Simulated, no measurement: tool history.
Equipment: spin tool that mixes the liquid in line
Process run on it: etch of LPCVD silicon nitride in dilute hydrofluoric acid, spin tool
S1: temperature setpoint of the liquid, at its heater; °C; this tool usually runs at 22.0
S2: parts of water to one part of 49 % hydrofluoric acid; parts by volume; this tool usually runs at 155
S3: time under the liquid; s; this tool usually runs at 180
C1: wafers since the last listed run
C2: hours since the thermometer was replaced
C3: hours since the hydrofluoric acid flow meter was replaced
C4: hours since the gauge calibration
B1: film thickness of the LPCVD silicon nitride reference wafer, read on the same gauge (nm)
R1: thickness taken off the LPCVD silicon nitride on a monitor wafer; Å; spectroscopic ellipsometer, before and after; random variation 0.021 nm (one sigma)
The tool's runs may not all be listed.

run,hour,S1,S2,S3,C1,C2,C3,C4,B1,R1
1,0.0,24.5,155,180,0,2632.4,360.2,139.6,59.988,6.94
2,17.2,24.5,155,180,90,2649.6,377.4,156.8,60.011,6.62
3,49.3,22.0,195,180,168,2681.7,409.5,188.9,60.009,4.29
4,78.3,22.0,195,180,152,2710.7,438.5,217.9,60.010,4.25
5,99.6,22.0,195,180,111,2732.0,459.8,239.2,60.019,4.63
6,115.3,22.0,155,245,82,2747.7,475.5,254.9,59.997,7.91
7,130.8,22.0,155,245,81,2763.2,491.0,270.4,60.024,8.26
8,144.3,22.0,155,245,70,2776.7,504.5,283.9,59.965,8.15
9,180.0,22.0,155,180,187,2812.4,540.2,319.6,59.998,5.90
10,192.0,25.5,175,180,63,2824.4,552.2,331.6,59.962,6.75
11,224.1,25.5,175,180,168,2856.5,584.3,363.7,60.021,6.36
12,249.9,22.0,95,150,135,2882.3,610.1,389.5,60.004,7.75
# hour 252.5: hydrofluoric acid flow meter replaced
# hour 257.8: gauge calibrated
13,276.9,22.0,95,150,136,2909.3,24.4,19.1,60.005,7.57
14,310.3,22.0,155,180,175,2942.7,57.8,52.5,59.964,5.91
15,324.7,22.0,155,180,75,2957.1,72.2,66.9,59.989,5.84
# hour 331.5: thermometer replaced
16,346.5,22.0,155,180,109,15.0,94.0,88.7,60.027,5.76
17,363.0,22.0,190,115,86,31.5,110.5,105.2,59.972,2.91
18,375.4,20.0,115,180,65,43.9,122.9,117.6,60.019,6.80
19,402.0,24.5,155,100,139,70.5,149.5,144.2,60.037,3.95
20,430.9,22.0,155,70,151,99.4,178.4,173.1,59.989,2.32

Forecast run 21:
21,458.6,22.0,155,180,145,127.1,206.1,200.8,?,?

B1: 60.008
R1: 5.69 Å
On a tool with no hidden condition, and with the same random variation, this run would have come out at R1 5.69 Å.
